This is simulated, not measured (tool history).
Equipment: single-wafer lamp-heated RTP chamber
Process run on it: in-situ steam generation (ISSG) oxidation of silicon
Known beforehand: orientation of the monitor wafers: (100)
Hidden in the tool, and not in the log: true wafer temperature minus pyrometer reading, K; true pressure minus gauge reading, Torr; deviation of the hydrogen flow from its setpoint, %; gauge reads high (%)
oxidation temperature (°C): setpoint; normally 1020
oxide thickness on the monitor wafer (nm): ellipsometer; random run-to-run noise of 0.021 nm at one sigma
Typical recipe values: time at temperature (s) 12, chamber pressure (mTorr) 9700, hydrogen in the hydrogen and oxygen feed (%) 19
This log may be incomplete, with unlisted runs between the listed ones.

run,hour,oxidation temperature (°C),time at temperature (s),chamber pressure (mTorr),hydrogen in the hydrogen and oxygen feed (%),wafers since the last listed run,wafers since the last pyrometer calibration,hours since the pressure gauge was zeroed,hours since the hydrogen flow controller was replaced,hours since the gauge calibration,"read-back reference wafer on the same gauge, thickness",oxide thickness on the monitor wafer (nm)
1,0,1020,12,9700,19,0,609,3211.3,3079.8,976,3.511,4.075
2,53.8,1020,15,9700,19,606,1216,3265.1,3133.6,1029.8,3.507,4.565
3,120.1,1020,12,9700,19,747,1964,3331.4,3199.9,1096.1,3.517,4.172
# hour 166.1: pyrometer window cleaned and pyrometer calibrated
4,189.8,1020,12,9700,19,696,267,3401.1,3269.6,1165.8,3.512,4.041
5,231,1020,12,9700,19,464,732,3442.3,3310.8,1207,3.508,4.072
6,412,1020,12,8800,19,2041,2774,3623.3,3491.8,1388,3.509,4.294
# hour 457.3: pyrometer window cleaned and pyrometer calibrated
7,460.4,1020,12,8800,19,455,35,3671.7,3540.2,1436.4,3.512,4.09
8,512,1020,12,8800,19,582,617,3723.3,3591.8,1488,3.508,4.16
# hour 534.9: hydrogen flow controller replaced
9,581.9,1020,12,9700,19,698,1315,3793.2,47,1557.9,3.506,4.124
10,606.2,1020,12,9700,19,274,1589,3817.5,71.3,1582.2,3.511,4.139
# hour 640.2: gauge calibrated
11,664.5,1020,12,9700,19,657,2247,3875.8,129.6,24.3,3.507,4.208
# hour 721: pyrometer window cleaned and pyrometer calibrated
12,723.8,1020,12,10200,19,578,31,3935.1,188.9,83.6,3.514,3.978
13,758.9,1020,12,9700,12,395,427,3970.2,224,118.7,3.506,3.632
14,792.4,1020,9,9700,16,377,805,4003.7,257.5,152.2,3.504,3.431
15,846.1,1020,12,8800,19,605,1410,4057.4,311.2,205.9,3.509,4.156
16,885.2,1020,12,9700,26,441,1851,4096.5,350.3,245,3.505,4.45
17,922.5,1026,12,9700,22,420,2272,4133.8,387.6,282.3,3.509,4.434
# hour 955.6: pyrometer window cleaned and pyrometer calibrated
18,956.1,1015,14,9700,19,288,5,4167.4,421.2,315.9,3.515,4.274
# hour 981.8: pressure gauge zeroed
19,985.2,1010,12,9700,19,238,243,3.4,450.3,345,3.513,3.908
20,1013.4,1020,12,9700,19,318,561,31.6,478.5,373.2,3.516,4.081
21,1049.3,1030,12,9700,25,404,966,67.5,514.4,409.1,3.51,4.595
22,1114.6,1020,12,9700,19,736,1702,132.8,579.7,474.4,3.515,4.142
23,1159.1,1020,9,10100,19,501,2204,177.3,624.2,518.9,3.511,3.661
24,1213,1004,9,10200,11,608,2812,231.2,678.1,572.8,3.516,3.017
# hour 1240: pyrometer window cleaned and pyrometer calibrated
25,1240.8,1013,16,10200,11,223,9,259,705.9,600.6,3.507,3.945

Forecast each of these 3 alternatives for the next run:
A,1241.2,1020,12,9700,19,4,14,259.4,706.3,601,?,?
B,1241.2,1020,8,9700,25,4,14,259.4,706.3,601,?,?
C,1241.2,1033,10,9700,25,4,14,259.4,706.3,601,?,?

run,"read-back reference wafer on the same gauge, thickness",oxide thickness on the monitor wafer (nm)
A,3.516,4.042
B,3.516,3.603
C,3.516,4.18
Without the tool's hidden state the same runs would have given:
run,oxide thickness on the monitor wafer (nm)
A,4.032
B,3.595
C,4.169
